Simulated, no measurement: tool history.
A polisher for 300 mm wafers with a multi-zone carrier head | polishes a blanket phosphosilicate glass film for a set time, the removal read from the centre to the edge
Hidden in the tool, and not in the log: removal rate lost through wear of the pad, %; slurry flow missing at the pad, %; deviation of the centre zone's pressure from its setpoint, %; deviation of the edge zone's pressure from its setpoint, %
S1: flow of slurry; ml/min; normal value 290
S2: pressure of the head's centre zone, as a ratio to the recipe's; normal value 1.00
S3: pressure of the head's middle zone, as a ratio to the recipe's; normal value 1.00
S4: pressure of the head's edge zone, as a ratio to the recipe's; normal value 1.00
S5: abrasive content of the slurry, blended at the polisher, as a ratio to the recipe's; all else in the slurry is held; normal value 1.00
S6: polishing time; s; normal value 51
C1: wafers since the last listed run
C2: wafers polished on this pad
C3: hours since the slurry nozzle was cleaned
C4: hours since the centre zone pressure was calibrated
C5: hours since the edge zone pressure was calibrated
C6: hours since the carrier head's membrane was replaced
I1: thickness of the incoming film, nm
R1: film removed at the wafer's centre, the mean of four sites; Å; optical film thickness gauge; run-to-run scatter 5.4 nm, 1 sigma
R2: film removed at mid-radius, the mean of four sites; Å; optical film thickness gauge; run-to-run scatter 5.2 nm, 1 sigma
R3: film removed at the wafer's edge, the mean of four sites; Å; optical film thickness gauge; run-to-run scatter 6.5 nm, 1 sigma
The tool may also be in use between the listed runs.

run	hour	S1	S2	S3	S4	S5	S6	C1	C2	C3	C4	C5	C6	I1	R1	R2	R3
1	0.0	290	1.08	1.00	1.00	1.00	51	0	197	317.6	411.3	366.7	890.4	4414.5	7089	6522	6498
2	7.5	290	1.00	1.00	1.00	1.00	60	69	267	325.1	418.8	374.2	897.9	4484.5	7721	7563	7682
3	23.3	230	1.00	1.07	1.00	1.00	57	147	414	340.9	434.6	390.0	913.7	4425.5	6883	7183	7123
4	36.0	365	1.07	1.10	1.00	1.00	51	118	532	353.6	447.3	402.7	926.4	4365.8	6992	6892	6468
5	46.8	290	0.94	1.00	1.04	1.00	51	100	633	364.4	458.1	413.5	937.2	4375.9	5910	6191	6398
# hour 53.3: slurry nozzle cleaned
6	60.6	290	1.00	0.94	1.06	1.00	51	119	753	7.3	471.9	427.3	951.0	4470.1	6484	6199	6596
7	71.3	355	1.00	0.91	1.07	1.00	41	99	853	18.0	482.6	438.0	961.7	4392.8	5260	4952	5267
# hour 77.4: worn pad replaced by a new one
# hour 80.4: carrier head's membrane replaced by a new one
8	86.6	290	1.00	1.00	1.00	1.00	51	77	57	33.3	497.9	453.3	6.2	4369.8	6847	6829	6860
9	100.6	290	1.00	1.00	1.00	1.00	51	130	188	47.3	511.9	467.3	20.2	4412.7	6698	6585	6625
10	109.3	290	1.00	0.91	1.00	1.00	39	81	269	56.0	520.6	476.0	28.9	4393.1	5054	4716	5009
# hour 122.3: edge zone pressure recalibrated
11	124.8	320	1.00	0.89	1.00	1.00	51	125	395	71.5	536.1	2.5	44.4	4410.5	6533	5953	6497
12	131.1	290	1.00	0.89	1.11	1.00	51	58	454	77.8	542.4	8.8	50.7	4440.2	6443	6027	6732
# hour 137.7: centre zone pressure recalibrated
13	146.1	290	1.00	1.00	1.00	0.90	51	121	575	92.8	8.4	23.8	65.7	4358.8	6206	6096	6103
14	163.2	290	1.00	1.00	1.09	0.75	51	159	735	109.9	25.5	40.9	82.8	4376.0	5818	5784	5948
# hour 177.1: worn pad replaced by a new one
15	178.1	290	1.11	1.00	1.00	1.00	41	101	9	124.8	40.4	55.8	97.7	4361.4	6081	5485	5465

What will run 16 give?
16	186.1	290	1.05	0.95	1.00	1.20	44	74	84	132.8	48.4	63.8	105.7	4352.6	?	?	?

Run 16 came out at R1 6528 Å, R2 5906 Å, R3 6133 Å.
Without the tool's hidden state the same run would have given R1 6920 Å, R2 6242 Å, R3 6440 Å.
